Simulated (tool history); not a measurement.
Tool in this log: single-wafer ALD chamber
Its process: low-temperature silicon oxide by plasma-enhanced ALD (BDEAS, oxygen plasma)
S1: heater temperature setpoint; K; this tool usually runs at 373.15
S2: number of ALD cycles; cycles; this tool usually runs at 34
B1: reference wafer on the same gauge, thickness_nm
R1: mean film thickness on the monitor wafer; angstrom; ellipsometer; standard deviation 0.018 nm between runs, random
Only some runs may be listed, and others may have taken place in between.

{"run": 1, "hour": 0.0, "S1": 373.15, "S2": 31, "B1": 5.377, "R1": 44.36}
{"run": 2, "hour": 74.9, "S1": 373.15, "S2": 31, "B1": 5.38, "R1": 44.35}
{"run": 3, "hour": 231.7, "S1": 373.15, "S2": 34, "B1": 5.38, "R1": 48.53}
{"run": 4, "hour": 306.1, "S1": 373.15, "S2": 34, "B1": 5.379, "R1": 48.86}
{"run": 5, "hour": 390.1, "S1": 373.15, "S2": 34, "B1": 5.382, "R1": 48.85}
{"run": 6, "hour": 432.8, "S1": 373.15, "S2": 34, "B1": 5.386, "R1": 49.09}
{"run": 7, "hour": 494.8, "S1": 373.15, "S2": 34, "B1": 5.375, "R1": 49.05}
{"run": 8, "hour": 594.7, "S1": 380.15, "S2": 34, "B1": 5.382, "R1": 48.24}
{"run": 9, "hour": 677.2, "S1": 370.15, "S2": 34, "B1": 5.382, "R1": 49.98}
{"run": 10, "hour": 748.4, "S1": 367.15, "S2": 32, "B1": 5.386, "R1": 47.82}
{"run": 11, "hour": 838.3, "S1": 373.15, "S2": 34, "B1": 5.379, "R1": 49.58}
{"run": 12, "hour": 938.3, "S1": 373.15, "S2": 34, "B1": 5.382, "R1": 48.85}
{"run": 13, "hour": 996.1, "S1": 373.15, "S2": 34, "B1": 5.379, "R1": 48.72}
{"run": 14, "hour": 1032.3, "S1": 384.15, "S2": 34, "B1": 5.381, "R1": 47.87}
{"run": 15, "hour": 1075.1, "S1": 384.15, "S2": 34, "B1": 5.385, "R1": 47.97}
{"run": 16, "hour": 1128.8, "S1": 384.15, "S2": 34, "B1": 5.38, "R1": 47.93}
{"run": 17, "hour": 1198.1, "S1": 373.15, "S2": 29, "B1": 5.383, "R1": 41.66}
{"run": 18, "hour": 1235.6, "S1": 373.15, "S2": 34, "B1": 5.385, "R1": 48.75}
{"run": 19, "hour": 1332.4, "S1": 360.15, "S2": 31, "B1": 5.38, "R1": 46.2}
{"run": 20, "hour": 1388.0, "S1": 384.15, "S2": 34, "B1": 5.379, "R1": 47.8}
{"run": 21, "hour": 1487.0, "S1": 368.15, "S2": 34, "B1": 5.383, "R1": 49.6}
{"run": 22, "hour": 1561.5, "S1": 381.15, "S2": 34, "B1": 5.377, "R1": 48.27}
{"run": 23, "hour": 1657.5, "S1": 386.15, "S2": 37, "B1": 5.379, "R1": 52.48}
{"run": 24, "hour": 1702.1, "S1": 384.15, "S2": 40, "B1": 5.383, "R1": 56.74}
{"run": 25, "hour": 1764.9, "S1": 381.15, "S2": 34, "B1": 5.379, "R1": 48.56}
{"run": 26, "hour": 1833.6, "S1": 385.15, "S2": 34, "B1": 5.382, "R1": 48.11}
{"run": 27, "hour": 1941.4, "S1": 373.15, "S2": 39, "B1": 5.384, "R1": 57.17}
{"run": 28, "hour": 2035.0, "S1": 385.15, "S2": 38, "B1": 5.374, "R1": 53.56}
{"run": 29, "hour": 2105.0, "S1": 373.15, "S2": 34, "B1": 5.382, "R1": 48.67}
{"run": 30, "hour": 2188.3, "S1": 363.15, "S2": 29, "B1": 5.38, "R1": 43.23}
{"run": 31, "hour": 2278.5, "S1": 365.15, "S2": 32, "B1": 5.381, "R1": 47.35}
{"run": 32, "hour": 2364.5, "S1": 360.15, "S2": 30, "B1": 5.377, "R1": 44.81}
{"run": 33, "hour": 2467.4, "S1": 380.15, "S2": 37, "B1": 5.386, "R1": 52.09}
{"run": 34, "hour": 2555.0, "S1": 373.15, "S2": 34, "B1": 5.372, "R1": 49.06}

Withheld: 3 entries from between the runs. Position of each, and hidden state at the listed run before versus the listed run after:
Between runs 11 and 12: thermocouple changed; heater temperature recalibrated (hour 923)
  wafer temperature above the value expected at the setpoint (K): -5.67 -> 0.547
  measured minus no-state result, R1: +0.87 -> -0.05 angstrom
Between runs 13 and 14: gauge calibrated (hour 1030.2)
  wafer temperature above the value expected at the setpoint (K): 0.524 -> 0.495
  measured minus no-state result, R1: -0.04 -> -0.04 angstrom
Between runs 28 and 29: thermocouple changed; heater temperature recalibrated (hour 2045.1)
  wafer temperature above the value expected at the setpoint (K): -4.94 -> -0.131
  measured minus no-state result, R1: +0.42 -> +0.02 angstrom
